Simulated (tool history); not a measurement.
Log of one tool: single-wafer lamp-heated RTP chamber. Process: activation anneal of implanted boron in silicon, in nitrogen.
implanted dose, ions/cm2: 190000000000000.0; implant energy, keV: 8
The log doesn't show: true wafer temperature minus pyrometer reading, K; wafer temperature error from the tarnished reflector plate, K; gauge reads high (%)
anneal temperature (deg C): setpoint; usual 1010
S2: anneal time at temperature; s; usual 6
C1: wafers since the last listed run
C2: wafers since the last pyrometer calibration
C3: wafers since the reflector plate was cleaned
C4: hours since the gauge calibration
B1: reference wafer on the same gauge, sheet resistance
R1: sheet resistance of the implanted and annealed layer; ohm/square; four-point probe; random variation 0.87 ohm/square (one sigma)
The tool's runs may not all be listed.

{"run": 1, "hour": 0.0, "anneal temperature (deg C)": 1010, "S2": 6, "C1": 0, "C2": 1378, "C3": 12716, "C4": 239.3, "B1": 690.66, "R1": 583.87}
{"hour": 6.5, "done": "gauge calibrated"}
{"run": 2, "hour": 72.6, "anneal temperature (deg C)": 1010, "S2": 5, "C1": 1209, "C2": 2588, "C3": 13926, "C4": 66.1, "B1": 687.65, "R1": 581.47}
{"run": 3, "hour": 99.4, "anneal temperature (deg C)": 1019, "S2": 6, "C1": 446, "C2": 3035, "C3": 14373, "C4": 92.9, "B1": 688.74, "R1": 578.13}
{"run": 4, "hour": 127.9, "anneal temperature (deg C)": 1019, "S2": 6, "C1": 474, "C2": 3509, "C3": 14848, "C4": 121.4, "B1": 689.6, "R1": 581.21}
{"run": 5, "hour": 153.6, "anneal temperature (deg C)": 1010, "S2": 6, "C1": 428, "C2": 3938, "C3": 15276, "C4": 147.1, "B1": 689.56, "R1": 582.05}
{"hour": 171.0, "done": "pyrometer window cleaned and pyrometer calibrated"}
{"hour": 200.7, "done": "reflector plate cleaned"}
{"run": 6, "hour": 244.5, "anneal temperature (deg C)": 1010, "S2": 6, "C1": 1248, "C2": 1090, "C3": 729, "C4": 238.0, "B1": 690.2, "R1": 583.01}
{"hour": 265.0, "done": "gauge calibrated"}
{"run": 7, "hour": 277.0, "anneal temperature (deg C)": 1010, "S2": 6, "C1": 541, "C2": 1632, "C3": 1271, "C4": 12.0, "B1": 686.73, "R1": 579.96}
{"run": 8, "hour": 303.5, "anneal temperature (deg C)": 1010, "S2": 7, "C1": 441, "C2": 2074, "C3": 1712, "C4": 38.5, "B1": 688.19, "R1": 580.38}
{"run": 9, "hour": 319.2, "anneal temperature (deg C)": 1010, "S2": 4, "C1": 261, "C2": 2335, "C3": 1974, "C4": 54.2, "B1": 688.57, "R1": 581.44}
{"run": 10, "hour": 337.2, "anneal temperature (deg C)": 981, "S2": 4, "C1": 299, "C2": 2635, "C3": 2274, "C4": 72.2, "B1": 688.82, "R1": 597.98}
{"run": 11, "hour": 359.5, "anneal temperature (deg C)": 1002, "S2": 8, "C1": 371, "C2": 3007, "C3": 2645, "C4": 94.5, "B1": 689.46, "R1": 582.57}
{"run": 12, "hour": 391.9, "anneal temperature (deg C)": 1023, "S2": 9, "C1": 539, "C2": 3547, "C3": 3185, "C4": 126.9, "B1": 689.97, "R1": 580.7}
{"hour": 418.8, "done": "pyrometer window cleaned and pyrometer calibrated"}
{"run": 13, "hour": 419.3, "anneal temperature (deg C)": 988, "S2": 6, "C1": 323, "C2": 7, "C3": 3509, "C4": 154.3, "B1": 690.26, "R1": 591.3}
{"run": 14, "hour": 438.2, "anneal temperature (deg C)": 1010, "S2": 6, "C1": 314, "C2": 322, "C3": 3824, "C4": 173.2, "B1": 690.78, "R1": 583.62}
{"run": 15, "hour": 464.1, "anneal temperature (deg C)": 988, "S2": 6, "C1": 431, "C2": 754, "C3": 4255, "C4": 199.1, "B1": 690.75, "R1": 592.03}
{"run": 16, "hour": 485.3, "anneal temperature (deg C)": 1029, "S2": 4, "C1": 353, "C2": 1107, "C3": 4609, "C4": 220.3, "B1": 691.02, "R1": 581.54}
{"run": 17, "hour": 511.0, "anneal temperature (deg C)": 1010, "S2": 8, "C1": 428, "C2": 1535, "C3": 5037, "C4": 246.0, "B1": 691.1, "R1": 582.22}
{"run": 18, "hour": 526.3, "anneal temperature (deg C)": 1002, "S2": 3, "C1": 254, "C2": 1790, "C3": 5292, "C4": 261.3, "B1": 690.92, "R1": 589.09}

Forecast each of these 4 alternatives for the next run:
{"run": "A", "hour": 526.7, "anneal temperature (deg C)": 1010, "S2": 9, "C1": 6, "C2": 1797, "C3": 5298, "C4": 261.7, "B1": "?", "R1": "?"}
{"run": "B", "hour": 526.7, "anneal temperature (deg C)": 1022, "S2": 6, "C1": 6, "C2": 1797, "C3": 5298, "C4": 261.7, "B1": "?", "R1": "?"}
{"run": "C", "hour": 526.7, "anneal temperature (deg C)": 999, "S2": 3, "C1": 6, "C2": 1797, "C3": 5298, "C4": 261.7, "B1": "?", "R1": "?"}
{"run": "D", "hour": 526.7, "anneal temperature (deg C)": 982, "S2": 5, "C1": 6, "C2": 1797, "C3": 5298, "C4": 261.7, "B1": "?", "R1": "?"}

run=A B1=691.12 R1=580.83
run=B B1=691.12 R1=580.09
run=C B1=691.12 R1=588.78
run=D B1=691.12 R1=596.09
Without the tool's hidden state the same runs would have given:
run=A R1=576.57
run=B R1=575.83
run=C R1=584.46
run=D R1=591.71
